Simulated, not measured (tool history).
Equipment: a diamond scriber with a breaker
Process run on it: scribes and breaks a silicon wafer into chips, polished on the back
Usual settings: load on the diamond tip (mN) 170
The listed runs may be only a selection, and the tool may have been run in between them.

run	hour	load on the diamond tip (mN)	wafers since the last listed run	hours since the diamond tip was replaced	hours since the load on the tip was calibrated	incoming depth of the damage left on the back of the incoming wafer, um	depth of the median crack under the scribed line (µm)	chips rejected at inspection after the break (%)
1	0.0	146	0	332.3	753.9	0.01	9.76	6.86
2	14.5	146	45	346.8	768.4	0.02	9.95	7.20
3	28.6	146	44	360.9	782.5	0.03	9.79	6.93
4	35.7	170	22	368.0	789.6	0.04	10.34	2.60
5	51.1	170	48	383.4	805.0	0.03	10.25	2.82
6	58.6	170	23	390.9	812.5	0.03	10.54	3.00
7	74.5	170	49	406.8	828.4	0.01	10.39	3.14
8	86.0	170	36	418.3	839.9	0.02	10.06	3.25
9	108.6	170	70	440.9	862.5	0.03	10.55	3.91
10	116.6	170	25	448.9	870.5	0.04	10.25	3.75
11	123.9	170	22	456.2	877.8	0.02	10.35	3.80
12	131.0	170	22	463.3	884.9	0.04	10.35	3.78
13	144.6	170	42	476.9	898.5	0.03	10.21	4.16
14	161.6	170	53	493.9	915.5	0.03	10.03	4.42
15	173.9	191	38	506.2	927.8	0.05	11.04	1.78
# hour 180.3: load on the tip recalibrated
16	183.7	170	24	516.0	3.4	0.04	9.65	4.65
17	200.8	170	53	533.1	20.5	0.01	10.19	4.84
# hour 205.4: diamond tip replaced by a new one
18	214.9	145	37	9.5	34.6	0.02	8.41	18.68
19	237.6	208	71	32.2	57.3	0.02	10.25	3.81
20	253.7	170	50	48.3	73.4	0.03	8.92	12.33
# hour 256.7: diamond tip replaced by a new one, repeated, since the last time left the tool worse
21	261.0	215	16	4.3	80.7	0.05	13.21	4.40
22	267.0	122	18	10.3	86.7	0.03	9.95	8.03
23	274.2	170	22	17.5	93.9	0.01	11.77	0.92
24	285.4	209	35	28.7	105.1	0.05	13.48	3.40
25	301.5	194	50	44.8	121.2	0.01	12.72	1.72
26	342.0	170	126	85.3	161.7	0.01	11.44	1.09
27	351.6	170	30	94.9	171.3	0.02	11.53	1.08
28	371.2	205	61	114.5	190.9	0.04	12.98	2.23
29	378.8	149	23	122.1	198.5	0.05	10.58	3.24

The tool's hidden state at each run:
deviation of the load on the tip from its setpoint, %: 0 at every run
H1: share of the diamond tip's cutting effectiveness lost through wear, %
run	H1
1	12.9
2	13.5
3	14
4	14.3
5	14.8
6	15.1
7	15.7
8	16.1
9	17
10	17.3
11	17.5
12	17.8
13	18.3
14	18.9
15	19.4
16	19.8
17	20.4
18	31
19	31.8
20	32.4
21	0.844
22	1.07
23	1.34
24	1.75
25	2.35
26	3.86
27	4.22
28	4.95
29	5.23
